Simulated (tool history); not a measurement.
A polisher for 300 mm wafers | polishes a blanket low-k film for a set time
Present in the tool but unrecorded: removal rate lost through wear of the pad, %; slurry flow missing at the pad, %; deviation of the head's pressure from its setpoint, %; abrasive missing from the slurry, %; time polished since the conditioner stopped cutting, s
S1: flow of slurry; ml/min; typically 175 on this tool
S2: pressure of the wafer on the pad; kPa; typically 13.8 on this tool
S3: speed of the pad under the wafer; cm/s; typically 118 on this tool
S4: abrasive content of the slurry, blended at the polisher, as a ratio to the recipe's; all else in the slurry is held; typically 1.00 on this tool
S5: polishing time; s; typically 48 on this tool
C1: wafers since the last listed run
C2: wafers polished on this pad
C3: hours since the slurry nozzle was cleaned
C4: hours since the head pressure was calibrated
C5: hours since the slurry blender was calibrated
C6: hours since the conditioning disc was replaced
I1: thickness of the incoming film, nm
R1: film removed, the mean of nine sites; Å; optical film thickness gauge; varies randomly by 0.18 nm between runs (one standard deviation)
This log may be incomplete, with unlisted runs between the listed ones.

| run | hour | S1 | S2 | S3 | S4 | S5 | C1 | C2 | C3 | C4 | C5 | C6 | I1 | R1 |
|---|---|---|---|---|---|---|---|---|---|---|---|---|---|---|
| 1 | 0.0 | 195 | 13.8 | 118 | 1.20 | 48 | 0 | 171 | 626.9 | 1176.8 | 94.8 | 355.7 | 580.1 | 221 |
| 2 | 47.3 | 175 | 13.8 | 118 | 1.00 | 48 | 602 | 773 | 674.2 | 1224.1 | 142.1 | 403.0 | 582.8 | 193 |
| 3 | 53.8 | 175 | 13.8 | 118 | 1.00 | 48 | 82 | 856 | 680.7 | 1230.6 | 148.6 | 409.5 | 577.9 | 196 |
| 4 | 63.6 | 175 | 13.8 | 118 | 1.00 | 48 | 124 | 981 | 690.5 | 1240.4 | 158.4 | 419.3 | 581.4 | 195 |
| 5 | 69.8 | 175 | 12.4 | 118 | 1.00 | 48 | 78 | 1060 | 696.7 | 1246.6 | 164.6 | 425.5 | 579.8 | 173 |
| 6 | 76.2 | 175 | 12.4 | 118 | 1.00 | 48 | 81 | 1141 | 703.1 | 1253.0 | 171.0 | 431.9 | 577.1 | 174 |
| 7 | 87.7 | 175 | 13.8 | 118 | 1.00 | 48 | 146 | 1288 | 714.6 | 1264.5 | 182.5 | 443.4 | 581.4 | 195 |
|  | 95.2 | worn pad replaced by a new one |
| 8 | 95.7 | 175 | 13.8 | 118 | 1.00 | 48 | 50 | 5 | 722.6 | 1272.5 | 190.5 | 451.4 | 577.6 | 194 |
| 9 | 108.7 | 175 | 13.8 | 118 | 1.00 | 48 | 165 | 171 | 735.6 | 1285.5 | 203.5 | 464.4 | 583.1 | 193 |
| 10 | 126.6 | 135 | 13.8 | 118 | 1.00 | 48 | 227 | 399 | 753.5 | 1303.4 | 221.4 | 482.3 | 585.3 | 184 |
|  | 135.0 | conditioning disc replaced and pad reconditioned |
| 11 | 136.2 | 135 | 13.8 | 118 | 1.00 | 48 | 96 | 496 | 763.1 | 1313.0 | 231.0 | 1.2 | 576.4 | 180 |
| 12 | 151.7 | 225 | 13.8 | 118 | 1.20 | 48 | 197 | 693 | 778.6 | 1328.5 | 246.5 | 16.7 | 576.3 | 217 |
| 13 | 162.9 | 175 | 13.8 | 146 | 1.00 | 48 | 142 | 836 | 789.8 | 1339.7 | 257.7 | 27.9 | 576.7 | 226 |
|  | 171.2 | slurry nozzle cleaned |
| 14 | 179.4 | 175 | 10.3 | 118 | 1.25 | 48 | 197 | 1033 | 8.2 | 1356.2 | 274.2 | 44.4 | 573.4 | 172 |
| 15 | 185.4 | 175 | 17.2 | 98 | 1.00 | 48 | 76 | 1109 | 14.2 | 1362.2 | 280.2 | 50.4 | 580.7 | 218 |
|  | 190.3 | worn pad replaced by a new one |
|  | 193.6 | head pressure recalibrated |
| 16 | 194.1 | 190 | 15.2 | 96 | 1.00 | 54 | 34 | 23 | 22.9 | 0.5 | 288.9 | 59.1 | 576.4 | 214 |
| 17 | 207.5 | 215 | 13.8 | 80 | 1.00 | 48 | 170 | 194 | 36.3 | 13.9 | 302.3 | 72.5 | 573.1 | 151 |
| 18 | 213.9 | 175 | 13.8 | 118 | 1.00 | 48 | 81 | 275 | 42.7 | 20.3 | 308.7 | 78.9 | 579.3 | 203 |
|  | 220.0 | slurry blender recalibrated |
| 19 | 228.8 | 175 | 13.8 | 118 | 1.00 | 48 | 164 | 439 | 57.6 | 35.2 | 8.8 | 93.8 | 585.3 | 202 |
| 20 | 240.3 | 175 | 13.8 | 118 | 1.00 | 48 | 146 | 586 | 69.1 | 46.7 | 20.3 | 105.3 | 579.9 | 205 |
| 21 | 257.3 | 175 | 13.8 | 118 | 1.00 | 48 | 216 | 802 | 86.1 | 63.7 | 37.3 | 122.3 | 580.6 | 203 |
| 22 | 272.0 | 125 | 10.3 | 118 | 1.00 | 48 | 187 | 990 | 100.8 | 78.4 | 52.0 | 137.0 | 568.6 | 142 |
| 23 | 283.4 | 175 | 13.8 | 118 | 1.20 | 59 | 145 | 1135 | 112.2 | 89.8 | 63.4 | 148.4 | 577.5 | 273 |
| 24 | 300.1 | 155 | 16.5 | 82 | 1.00 | 55 | 212 | 1347 | 128.9 | 106.5 | 80.1 | 165.1 | 589.6 | 206 |
|  | 313.8 | worn pad replaced by a new one |
| 25 | 314.3 | 175 | 10.3 | 90 | 0.80 | 37 | 129 | 5 | 143.1 | 120.7 | 94.3 | 179.3 | 577.4 | 81 |

Some steps in R1, run to run, broken into two amounts with sign: the step expected even without the hidden condition (settings, incoming material, random variation), and the rest, left for the hidden condition together with whatever gauge scatter is not in both the measured and the hidden-condition-free result:
Run 12 -> 13: S1 225 -> 175, S3 118 -> 146, S4 1.20 -> 1.00. R1 +9 Å: hidden state -4, all else +13.
Run 13 -> 14: S2 13.8 -> 10.3, S3 146 -> 118, S4 1.00 -> 1.25, slurry nozzle cleaned. R1 -54 Å: hidden state +14, all else -68.
Run 22 -> 23: S1 125 -> 175, S2 10.3 -> 13.8, S4 1.00 -> 1.20, S5 48 -> 59. R1 +131 Å: hidden state +0, all else +131.
Run 24 -> 25: S1 155 -> 175, S2 16.5 -> 10.3, S3 82 -> 90, S4 1.00 -> 0.80, S5 55 -> 37, worn pad replaced by a new one. R1 -125 Å: hidden state +0, all else -125.
